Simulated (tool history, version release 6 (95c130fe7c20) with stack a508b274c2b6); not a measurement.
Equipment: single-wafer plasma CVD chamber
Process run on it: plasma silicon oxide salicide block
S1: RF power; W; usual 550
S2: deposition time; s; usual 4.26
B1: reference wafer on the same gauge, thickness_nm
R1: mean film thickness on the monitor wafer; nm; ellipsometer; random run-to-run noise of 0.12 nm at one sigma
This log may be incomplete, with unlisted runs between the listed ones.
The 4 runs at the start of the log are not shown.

run,hour,S1,S2,B1,R1
5,384.3,550,4.57,38.402,49.108
6,490.2,600,4.26,38.41,46.708
7,535.3,520,4.26,38.396,44.718
8,602.2,520,4.26,38.388,44.894
9,658.2,550,4.7,38.427,50.128
10,732.6,550,4.7,38.431,49.886
11,838.5,550,4.7,38.394,50.134
12,911,630,4.5,38.409,49.632
13,960.9,630,4.5,38.405,49.742
14,1040.9,490,4.26,38.397,43.669
# hour 1076.5: showerhead replaced
15,1129.3,490,4.26,38.393,43.806
16,1189.7,550,4.26,38.412,45.036
17,1250.7,475,4.26,38.398,43.073

What does the tool deliver on the next run?
# hour 1315.5: RF generator calibrated
18,1338.9,650,4.26,?,?

{"run 18": {"B1": 38.394, "R1": 48.541}}
On a tool with no hidden condition, and with the same random variation, this run would have come out at R1 48.687 nm.
